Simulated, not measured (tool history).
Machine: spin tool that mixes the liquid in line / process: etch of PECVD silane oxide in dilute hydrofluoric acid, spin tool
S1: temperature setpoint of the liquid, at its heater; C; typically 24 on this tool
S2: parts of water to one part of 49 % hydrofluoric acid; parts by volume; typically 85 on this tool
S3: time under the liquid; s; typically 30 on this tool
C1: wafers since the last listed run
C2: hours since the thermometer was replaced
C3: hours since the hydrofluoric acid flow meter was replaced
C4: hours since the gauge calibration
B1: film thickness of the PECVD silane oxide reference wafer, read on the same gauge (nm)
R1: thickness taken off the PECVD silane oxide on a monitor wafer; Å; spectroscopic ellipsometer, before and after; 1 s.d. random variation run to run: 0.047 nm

| run | hour | S1 | S2 | S3 | C1 | C2 | C3 | C4 | B1 | R1 |
|---|---|---|---|---|---|---|---|---|---|---|
| 1 | 0 | 24 | 95 | 15 | 0 | 231.8 | 362.7 | 90.4 | 120.03 | 68.6 |
| 2 | 107 | 24 | 85 | 30 | 1087 | 338.8 | 469.7 | 197.4 | 120.02 | 157.3 |
| 3 | 189.2 | 24 | 85 | 30 | 835 | 421 | 551.9 | 279.6 | 119.99 | 156.2 |
| 4 | 239.6 | 24 | 85 | 30 | 512 | 471.4 | 602.3 | 330 | 120 | 156.9 |
| 5 | 290.4 | 24 | 85 | 30 | 516 | 522.2 | 653.1 | 380.8 | 120.04 | 157.1 |
| 6 | 355.6 | 24 | 85 | 30 | 662 | 587.4 | 718.3 | 446 | 119.98 | 157.1 |
| 7 | 407.7 | 24 | 85 | 30 | 529 | 639.5 | 770.4 | 498.1 | 119.93 | 158.2 |
| 8 | 478.5 | 24 | 85 | 30 | 719 | 710.3 | 841.2 | 568.9 | 119.98 | 157.5 |
|  | 534.8 | gauge calibrated |
| 9 | 571 | 22.5 | 85 | 30 | 939 | 802.8 | 933.7 | 36.2 | 120.04 | 148.6 |

Run 10 has not been measured yet. What should we expect?
| 10 | 624.5 | 24 | 110 | 30 | 543 | 856.3 | 987.2 | 89.7 | ? | ? |

{"run 10": {"B1": 120.04, "R1": 118.8}}
With no hidden state in the tool, this same run would have given R1 114.5 Å.
